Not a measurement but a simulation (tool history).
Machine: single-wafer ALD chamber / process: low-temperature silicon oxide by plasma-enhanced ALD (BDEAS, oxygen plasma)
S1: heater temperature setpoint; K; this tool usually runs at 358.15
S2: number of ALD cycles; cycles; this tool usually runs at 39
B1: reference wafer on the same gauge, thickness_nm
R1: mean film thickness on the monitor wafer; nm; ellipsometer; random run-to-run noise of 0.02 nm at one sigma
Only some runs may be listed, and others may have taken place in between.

Run 1, day 0.000: usual settings but S1 364.15 K, S2 44 cycles; B1 5.750. Result: R1 6.619 nm.
Run 2, day 1.646: usual settings but S1 364.15 K, S2 44 cycles; B1 5.753. Result: R1 6.611 nm.
Run 3, day 2.896: usual settings but S1 364.15 K, S2 44 cycles; B1 5.753. Result: R1 6.628 nm.
Run 4, day 3.942: usual settings; B1 5.757. Result: R1 5.977 nm.
Run 5, day 5.375: usual settings; B1 5.752. Result: R1 6.014 nm.
Run 6, day 9.246: usual settings but S1 363.15 K; B1 5.746. Result: R1 5.894 nm.
Run 7, day 10.571: usual settings but S1 363.15 K; B1 5.753. Result: R1 5.889 nm.
Run 8, day 11.833: usual settings; B1 5.751. Result: R1 6.014 nm.
Run 9, day 13.021: usual settings; B1 5.751. Result: R1 5.983 nm.
Run 10, day 14.446: usual settings; B1 5.748. Result: R1 6.010 nm.
Run 11, day 15.762: usual settings but S1 368.15 K; B1 5.752. Result: R1 5.741 nm.
Run 12, day 16.508: usual settings; B1 5.748. Result: R1 6.017 nm.
Run 13, day 17.067: usual settings; B1 5.752. Result: R1 6.012 nm.
Run 14, day 17.629: usual settings; B1 5.748. Result: R1 6.026 nm.
Run 15, day 20.875: usual settings; B1 5.749. Result: R1 5.993 nm.
Run 16, day 22.321: usual settings; B1 5.752. Result: R1 5.875 nm.
Run 17, day 23.454: usual settings but S2 34 cycles; B1 5.751. Result: R1 5.119 nm.
Run 18, day 24.446: usual settings; B1 5.746. Result: R1 5.888 nm.
Run 19, day 25.188: usual settings; B1 5.754. Result: R1 5.877 nm.
Run 20, day 26.562: usual settings; B1 5.749. Result: R1 5.867 nm.
Run 21, day 28.671: usual settings but S1 347.15 K, S2 37 cycles; B1 5.750. Result: R1 5.821 nm.
Run 22, day 29.296: usual settings but S1 368.15 K, S2 43 cycles; B1 5.750. Result: R1 6.259 nm.
Run 23, day 30.725: usual settings but S2 36 cycles; B1 5.751. Result: R1 5.496 nm.
Run 24, day 32.000: usual settings but S1 372.15 K, S2 36 cycles; B1 5.745. Result: R1 5.175 nm.
Run 25, day 32.867: usual settings; B1 5.751. Result: R1 5.900 nm.
Run 26, day 33.842: usual settings; B1 5.748. Result: R1 5.918 nm.
Run 27, day 34.629: usual settings; B1 5.747. Result: R1 5.935 nm.
Run 28, day 35.529: usual settings but S1 367.15 K, S2 36 cycles; B1 5.749. Result: R1 5.278 nm.
Run 29, day 36.696: usual settings but S1 366.15 K, S2 43 cycles; B1 5.749. Result: R1 6.315 nm.
Run 30, day 38.150: usual settings but S1 350.15 K; B1 5.755. Result: R1 6.130 nm.
Run 31, day 39.600: usual settings; B1 5.753. Result: R1 5.934 nm.
Run 32, day 40.479: usual settings but S1 348.15 K, S2 44 cycles; B1 5.747. Result: R1 6.985 nm.
Run 33, day 41.750: usual settings but S1 365.15 K, S2 42 cycles; B1 5.748. Result: R1 6.295 nm.
Run 34, day 42.625: usual settings but S1 354.15 K, S2 42 cycles; B1 5.751. Result: R1 6.530 nm.
Run 35, day 43.529: usual settings; B1 5.748. Result: R1 5.944 nm.
Run 36, day 44.029: usual settings but S1 349.15 K, S2 46 cycles; B1 5.754. Result: R1 7.224 nm.
Run 37, day 45.288: usual settings but S1 352.15 K, S2 31 cycles; B1 5.748. Result: R1 4.845 nm.
Run 38, day 46.138: usual settings but S1 372.15 K; B1 5.750. Result: R1 5.652 nm.
Run 39, day 47.521: usual settings but S1 363.15 K; B1 5.749. Result: R1 5.852 nm.
Run 40, day 48.771: usual settings but S1 349.15 K, S2 32 cycles; B1 5.751. Result: R1 5.076 nm.
Run 41, day 49.508: usual settings but S2 32 cycles; B1 5.747. Result: R1 4.903 nm.

Not shown: 2 entries that the log had between the listed runs. Between which runs, and how does the tool's hidden state differ before and after?
Between runs 15 and 16: thermocouple changed; heater temperature recalibrated (day 22.300)
  wafer temperature above the value expected at the setpoint (K): -5.99 -> -0.00747
  difference, measured minus the result without the unlogged condition, R1: +0.137 -> +0.001 nm
Between runs 20 and 21: gauge calibrated (day 28.371)
  wafer temperature above the value expected at the setpoint (K): -1.09 -> -1.55
  difference, measured minus the result without the unlogged condition, R1: +0.025 -> +0.034 nm
